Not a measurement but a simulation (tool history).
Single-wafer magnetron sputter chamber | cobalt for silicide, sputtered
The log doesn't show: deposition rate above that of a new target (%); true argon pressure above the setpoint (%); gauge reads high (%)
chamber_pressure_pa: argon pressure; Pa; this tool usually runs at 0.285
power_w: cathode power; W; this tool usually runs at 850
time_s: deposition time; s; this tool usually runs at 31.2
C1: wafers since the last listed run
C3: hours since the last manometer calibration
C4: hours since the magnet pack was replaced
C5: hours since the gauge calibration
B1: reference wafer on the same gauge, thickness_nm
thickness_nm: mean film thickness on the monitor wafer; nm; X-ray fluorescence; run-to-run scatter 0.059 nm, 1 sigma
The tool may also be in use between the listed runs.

run 1 hour=0.0 | chamber_pressure_pa=0.208 power_w=700 time_s=31.2 | C1=0 wafers_on_the_sputter_target=937 C3=544.8 C4=10093.1 C5=466.3 | B1=15.298 | thickness_nm=10.599
run 2 hour=56.3 | chamber_pressure_pa=0.285 power_w=800 time_s=26.6 | C1=881 wafers_on_the_sputter_target=1819 C3=601.1 C4=10149.4 C5=522.6 | B1=15.295 | thickness_nm=9.867
run 3 hour=106.0 | chamber_pressure_pa=0.285 power_w=800 time_s=26.6 | C1=778 wafers_on_the_sputter_target=2597 C3=650.8 C4=10199.1 C5=572.3 | B1=15.306 | thickness_nm=9.813
run 4 hour=131.7 | chamber_pressure_pa=0.285 power_w=800 time_s=26.6 | C1=402 wafers_on_the_sputter_target=3000 C3=676.5 C4=10224.8 C5=598.0 | B1=15.271 | thickness_nm=9.830
run 5 hour=189.2 | chamber_pressure_pa=0.285 power_w=700 time_s=31.2 | C1=900 wafers_on_the_sputter_target=3901 C3=734.0 C4=10282.3 C5=655.5 | B1=15.313 | thickness_nm=10.035
run 6 hour=252.3 | chamber_pressure_pa=0.285 power_w=700 time_s=31.2 | C1=988 wafers_on_the_sputter_target=4889 C3=797.1 C4=10345.4 C5=718.6 | B1=15.307 | thickness_nm=9.951
run 7 hour=278.0 | chamber_pressure_pa=0.285 power_w=850 time_s=31.2 | C1=402 wafers_on_the_sputter_target=5292 C3=822.8 C4=10371.1 C5=744.3 | B1=15.292 | thickness_nm=12.064
-- hour=321.9 sputter target and shields replaced
run 8 hour=343.8 | chamber_pressure_pa=0.285 power_w=850 time_s=27.6 | C1=905 wafers_on_the_sputter_target=343 C3=888.6 C4=10436.9 C5=810.1 | B1=15.300 | thickness_nm=11.152
run 9 hour=380.4 | chamber_pressure_pa=0.285 power_w=850 time_s=27.6 | C1=573 wafers_on_the_sputter_target=917 C3=925.2 C4=10473.5 C5=846.7 | B1=15.303 | thickness_nm=10.938
run 10 hour=419.1 | chamber_pressure_pa=0.285 power_w=850 time_s=31.2 | C1=606 wafers_on_the_sputter_target=1523 C3=963.9 C4=10512.2 C5=885.4 | B1=15.301 | thickness_nm=12.231
run 11 hour=457.4 | chamber_pressure_pa=0.373 power_w=750 time_s=34.1 | C1=599 wafers_on_the_sputter_target=2123 C3=1002.2 C4=10550.5 C5=923.7 | B1=15.302 | thickness_nm=11.447
-- hour=495.1 magnet pack replaced
run 12 hour=495.7 | chamber_pressure_pa=0.285 power_w=950 time_s=33.9 | C1=474 wafers_on_the_sputter_target=2598 C3=1040.5 C4=0.6 C5=962.0 | B1=15.292 | thickness_nm=14.687
-- hour=508.1 capacitance manometer re-zeroed and calibrated
run 13 hour=561.0 | chamber_pressure_pa=0.218 power_w=950 time_s=27.7 | C1=897 wafers_on_the_sputter_target=3495 C3=52.9 C4=65.9 C5=1027.3 | B1=15.300 | thickness_nm=12.214
-- hour=575.5 gauge calibrated
run 14 hour=603.4 | chamber_pressure_pa=0.397 power_w=950 time_s=35.6 | C1=664 wafers_on_the_sputter_target=4160 C3=95.3 C4=108.3 C5=27.9 | B1=15.299 | thickness_nm=14.857
run 15 hour=630.3 | chamber_pressure_pa=0.285 power_w=800 time_s=31.2 | C1=421 wafers_on_the_sputter_target=4581 C3=122.2 C4=135.2 C5=54.8 | B1=15.311 | thickness_nm=11.268
run 16 hour=674.1 | chamber_pressure_pa=0.208 power_w=700 time_s=31.2 | C1=686 wafers_on_the_sputter_target=5267 C3=166.0 C4=179.0 C5=98.6 | B1=15.306 | thickness_nm=10.184
-- hour=691.1 sputter target and shields replaced
run 17 hour=710.6 | chamber_pressure_pa=0.333 power_w=850 time_s=31.2 | C1=446 wafers_on_the_sputter_target=305 C3=202.5 C4=215.5 C5=135.1 | B1=15.289 | thickness_nm=12.462
run 18 hour=742.1 | chamber_pressure_pa=0.285 power_w=850 time_s=31.2 | C1=493 wafers_on_the_sputter_target=798 C3=234.0 C4=247.0 C5=166.6 | B1=15.301 | thickness_nm=12.482
run 19 hour=804.8 | chamber_pressure_pa=0.191 power_w=850 time_s=31.2 | C1=982 wafers_on_the_sputter_target=1780 C3=296.7 C4=309.7 C5=229.3 | B1=15.301 | thickness_nm=12.740
run 20 hour=854.6 | chamber_pressure_pa=0.359 power_w=850 time_s=31.2 | C1=780 wafers_on_the_sputter_target=2560 C3=346.5 C4=359.5 C5=279.1 | B1=15.310 | thickness_nm=11.910
run 21 hour=917.3 | chamber_pressure_pa=0.285 power_w=850 time_s=29.0 | C1=982 wafers_on_the_sputter_target=3543 C3=409.2 C4=422.2 C5=341.8 | B1=15.284 | thickness_nm=11.372

Branching from run 21: 3 alternative next runs. What would each branch give?
run A hour=917.7 | chamber_pressure_pa=0.207 power_w=850 time_s=31.2 | C1=6 wafers_on_the_sputter_target=3549 C3=409.6 C4=422.6 C5=342.2 | B1=? | thickness_nm=?
run B hour=917.7 | chamber_pressure_pa=0.379 power_w=750 time_s=34.1 | C1=6 wafers_on_the_sputter_target=3549 C3=409.6 C4=422.6 C5=342.2 | B1=? | thickness_nm=?
run C hour=917.7 | chamber_pressure_pa=0.215 power_w=650 time_s=36.9 | C1=6 wafers_on_the_sputter_target=3549 C3=409.6 C4=422.6 C5=342.2 | B1=? | thickness_nm=?

run=A B1=15.310 thickness_nm=12.430
run=B B1=15.310 thickness_nm=11.350
run=C B1=15.310 thickness_nm=11.213
The same runs, with their run-to-run variation unchanged, on a tool lacking any hidden condition would have given:
run=A thickness_nm=13.050
run=B thickness_nm=11.916
run=C thickness_nm=11.772
